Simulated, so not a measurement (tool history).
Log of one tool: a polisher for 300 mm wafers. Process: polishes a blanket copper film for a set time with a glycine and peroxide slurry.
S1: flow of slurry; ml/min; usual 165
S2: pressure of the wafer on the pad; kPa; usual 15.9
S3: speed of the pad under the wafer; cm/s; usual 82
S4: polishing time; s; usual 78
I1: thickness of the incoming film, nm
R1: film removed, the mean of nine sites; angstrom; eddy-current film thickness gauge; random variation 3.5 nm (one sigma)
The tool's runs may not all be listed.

Run 1, day 0: usual settings; I1 1271.9. Result: R1 3313 angstrom.
Run 2, day 4.171: usual settings; I1 1271.9. Result: R1 3191 angstrom.
Run 3, day 8.329: usual settings but S2 13.8 kPa, S4 65 s; I1 1282.4. Result: R1 2444 angstrom.
Run 4, day 9.946: usual settings but S3 90 cm/s, S4 94 s; I1 1292.5. Result: R1 4167 angstrom.
Run 5, day 13.021: usual settings but S3 90 cm/s, S4 94 s; I1 1282.3. Result: R1 4207 angstrom.
Run 6, day 16: usual settings but S3 90 cm/s, S4 94 s; I1 1258.7. Result: R1 4098 angstrom.
At day 17.592: worn pad replaced by a new one.
Run 7, day 18.217: usual settings but S2 19.3 kPa; I1 1297.2. Result: R1 3591 angstrom.
Run 8, day 20.942: usual settings but S2 19.3 kPa; I1 1299.7. Result: R1 3510 angstrom.
At day 22.479: head pressure recalibrated.
Run 9, day 22.875: usual settings; I1 1276. Result: R1 3062 angstrom.
At day 25.933: slurry nozzle cleaned, repeated, since the last time left the tool worse.
Run 10, day 27.3: usual settings; I1 1276.5. Result: R1 3584 angstrom.
Run 11, day 28.817: usual settings; I1 1256.4. Result: R1 3572 angstrom.
Run 12, day 30.596: usual settings but S3 64 cm/s; I1 1293.7. Result: R1 3023 angstrom.
Run 13, day 35.467: usual settings; I1 1295.6. Result: R1 3567 angstrom.
Run 14, day 38.271: usual settings but S1 135 ml/min, S4 90 s; I1 1257. Result: R1 3950 angstrom.
Run 15, day 42.042: usual settings; I1 1292.8. Result: R1 3548 angstrom.
At day 44.612: worn pad replaced by a new one.
Run 16, day 44.633: usual settings; I1 1266.9. Result: R1 3574 angstrom.
Run 17, day 47.275: usual settings but S1 210 ml/min, S2 11.7 kPa; I1 1282.7. Result: R1 2973 angstrom.
Run 18, day 49.008: usual settings but S1 110 ml/min, S3 94 cm/s, S4 97 s; I1 1270.7. Result: R1 4393 angstrom.
Run 19, day 51.721: usual settings; I1 1274. Result: R1 3484 angstrom.
At day 52.742: slurry nozzle cleaned.
Run 20, day 55.704: usual settings but S1 115 ml/min, S4 92 s; I1 1297.5. Result: R1 3875 angstrom.
Run 21, day 59.35: usual settings but S1 215 ml/min, S2 11 kPa, S4 63 s; I1 1285.2. Result: R1 2319 angstrom.
Run 22, day 62.512: usual settings but S2 11.7 kPa; I1 1274. Result: R1 2847 angstrom.
At day 64.504: head pressure recalibrated.
Run 23, day 65.6: usual settings; I1 1275.9. Result: R1 3592 angstrom.
Run 24, day 68.246: usual settings but S2 21.4 kPa, S3 108 cm/s; I1 1279.8. Result: R1 5626 angstrom.
Run 25, day 71.117: usual settings but S1 200 ml/min, S4 85 s; I1 1297. Result: R1 4031 angstrom.
At day 72.492: worn pad replaced by a new one.
Run 26, day 74.467: usual settings but S4 51 s; I1 1276.7. Result: R1 2324 angstrom.
Run 27, day 76.3: usual settings but S1 130 ml/min, S3 74 cm/s; I1 1281.1. Result: R1 3107 angstrom.
Run 28, day 78.158: usual settings; I1 1289.4. Result: R1 3539 angstrom.
Run 29, day 80.412: usual settings but S1 110 ml/min, S3 104 cm/s; I1 1279.6. Result: R1 3724 angstrom.
Run 30, day 82.508: usual settings; I1 1294.9. Result: R1 3534 angstrom.
At day 84.762: slurry nozzle cleaned.
Run 31, day 86.658: usual settings; I1 1279. Result: R1 3569 angstrom.
Run 32, day 89.729: usual settings but S2 11 kPa, S4 52 s; I1 1286.6. Result: R1 1847 angstrom.
Run 33, day 93.362: usual settings but S2 13.8 kPa, S3 102 cm/s; I1 1260.1. Result: R1 3844 angstrom.
Run 34, day 95.525: usual settings; I1 1303.5. Result: R1 3555 angstrom.
Run 35, day 98.208: usual settings; I1 1256.9. Result: R1 3556 angstrom.
At day 98.617: worn pad replaced by a new one.
At day 100.208: head pressure recalibrated.
Run 36, day 101.158: usual settings but S1 140 ml/min; I1 1279.1. Result: R1 3436 angstrom.
Run 37, day 104.692: usual settings but S2 13.8 kPa, S3 74 cm/s, S4 87 s; I1 1276.9. Result: R1 3361 angstrom.
Run 38, day 106.992: usual settings but S1 185 ml/min, S2 17.9 kPa, S4 69 s; I1 1274.7. Result: R1 3523 angstrom.

3 ways to go on from here, each from the tool as it stands after run 38. What would each give?
Run A, day 107.012: usual settings; I1 1285.3. Result: R1 ?.
Run B, day 107.012: usual settings but S1 210 ml/min, S2 19.3 kPa; I1 1285.3. Result: R1 ?.
Run C, day 107.012: usual settings but S1 135 ml/min, S2 21.4 kPa; I1 1285.3. Result: R1 ?.

run    R1
  A  3502
  B  4252
  C  4241
Take away the tool's hidden state, keep each run's random variation, and the runs would have read:
run    R1
  A  3573
  B  4319
  C  4346
